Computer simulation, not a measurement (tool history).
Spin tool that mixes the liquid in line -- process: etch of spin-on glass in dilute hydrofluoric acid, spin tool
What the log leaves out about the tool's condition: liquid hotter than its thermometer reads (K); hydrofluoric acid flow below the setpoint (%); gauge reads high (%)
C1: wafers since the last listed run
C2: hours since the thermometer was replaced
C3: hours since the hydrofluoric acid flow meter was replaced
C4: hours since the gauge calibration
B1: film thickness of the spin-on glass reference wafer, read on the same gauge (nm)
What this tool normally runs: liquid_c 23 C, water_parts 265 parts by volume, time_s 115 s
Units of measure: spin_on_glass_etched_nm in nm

Run 1, hour 0: usual settings; C1 0; C2 757.8; C3 1841.7; C4 99.5; B1 60. Result: spin_on_glass_etched_nm 13.73 nm.
Run 2, hour 16.3: usual settings; C1 147; C2 774.1; C3 1858; C4 115.8; B1 60. Result: spin_on_glass_etched_nm 13.84 nm.
Run 3, hour 30.9: usual settings; C1 131; C2 788.7; C3 1872.6; C4 130.4; B1 59.97. Result: spin_on_glass_etched_nm 13.83 nm.
Run 4, hour 44.4: usual settings; C1 121; C2 802.2; C3 1886.1; C4 143.9; B1 59.99. Result: spin_on_glass_etched_nm 13.82 nm.
Run 5, hour 64.5: usual settings; C1 181; C2 822.3; C3 1906.2; C4 164; B1 60.01. Result: spin_on_glass_etched_nm 13.92 nm.
Run 6, hour 96.3: usual settings; C1 287; C2 854.1; C3 1938; C4 195.8; B1 59.99. Result: spin_on_glass_etched_nm 13.88 nm.
Run 7, hour 127.6: usual settings; C1 282; C2 885.4; C3 1969.3; C4 227.1; B1 60.04. Result: spin_on_glass_etched_nm 13.96 nm.
Run 8, hour 144.8: usual settings; C1 155; C2 902.6; C3 1986.5; C4 244.3; B1 60.03. Result: spin_on_glass_etched_nm 13.98 nm.
Run 9, hour 160.3: usual settings; C1 140; C2 918.1; C3 2002; C4 259.8; B1 60.03. Result: spin_on_glass_etched_nm 13.9 nm.
Run 10, hour 189.7: usual settings but time_s 140 s; C1 265; C2 947.5; C3 2031.4; C4 289.2; B1 59.98. Result: spin_on_glass_etched_nm 16.79 nm.
Run 11, hour 210.3: usual settings but liquid_c 20 C, water_parts 140 parts by volume; C1 186; C2 968.1; C3 2052; C4 309.8; B1 59.98. Result: spin_on_glass_etched_nm 26.44 nm.
Run 12, hour 245.3: usual settings but liquid_c 19 C; C1 316; C2 1003.1; C3 2087; C4 344.8; B1 59.99. Result: spin_on_glass_etched_nm 11.88 nm.
Run 13, hour 280.8: usual settings but liquid_c 28 C, water_parts 325 parts by volume, time_s 60 s; C1 320; C2 1038.6; C3 2122.5; C4 380.3; B1 60.01. Result: spin_on_glass_etched_nm 6.48 nm.
At hour 292.3: hydrofluoric acid flow meter replaced.
At hour 297.9: thermometer replaced.
Run 14, hour 302.4: usual settings; C1 177; C2 4.5; C3 10.1; C4 401.9; B1 60.01. Result: spin_on_glass_etched_nm 13.77 nm.
At hour 333.1: gauge calibrated.
Run 15, hour 335.8: usual settings but time_s 75 s; C1 301; C2 37.9; C3 43.5; C4 2.7; B1 60. Result: spin_on_glass_etched_nm 9.02 nm.
Run 16, hour 369.2: usual settings but time_s 50 s; C1 301; C2 71.3; C3 76.9; C4 36.1; B1 59.98. Result: spin_on_glass_etched_nm 5.93 nm.
Run 17, hour 390.3: usual settings but water_parts 330 parts by volume; C1 190; C2 92.4; C3 98; C4 57.2; B1 60.03. Result: spin_on_glass_etched_nm 10.36 nm.
Run 18, hour 416.4: usual settings but liquid_c 21.5 C, water_parts 350 parts by volume; C1 235; C2 118.5; C3 124.1; C4 83.3; B1 60.01. Result: spin_on_glass_etched_nm 9.13 nm.
Run 19, hour 437.3: usual settings but liquid_c 25.5 C; C1 188; C2 139.4; C3 145; C4 104.2; B1 59.97. Result: spin_on_glass_etched_nm 15.09 nm.
Run 20, hour 460.2: usual settings; C1 206; C2 162.3; C3 167.9; C4 127.1; B1 59.99. Result: spin_on_glass_etched_nm 13.82 nm.

What if the next run were any one of these 3? Each begins from the tool's condition after run 20:
Run A, hour 460.6: usual settings but time_s 145 s; C1 3; C2 162.7; C3 168.3; C4 127.5; B1 ?. Result: spin_on_glass_etched_nm ?.
Run B, hour 460.6: usual settings but liquid_c 21 C, water_parts 180 parts by volume; C1 3; C2 162.7; C3 168.3; C4 127.5; B1 ?. Result: spin_on_glass_etched_nm ?.
Run C, hour 460.6: usual settings but liquid_c 19 C, water_parts 195 parts by volume, time_s 65 s; C1 3; C2 162.7; C3 168.3; C4 127.5; B1 ?. Result: spin_on_glass_etched_nm ?.

run     B1  spin_on_glass_etched_nm
  A  60.02                    17.52
  B  60.02                    20.68
  C  60.02                     9.83
Take away the tool's hidden state, keep each run's random variation, and the runs would have read:
run  spin_on_glass_etched_nm
  A                    17.52
  B                    20.68
  C                     9.83

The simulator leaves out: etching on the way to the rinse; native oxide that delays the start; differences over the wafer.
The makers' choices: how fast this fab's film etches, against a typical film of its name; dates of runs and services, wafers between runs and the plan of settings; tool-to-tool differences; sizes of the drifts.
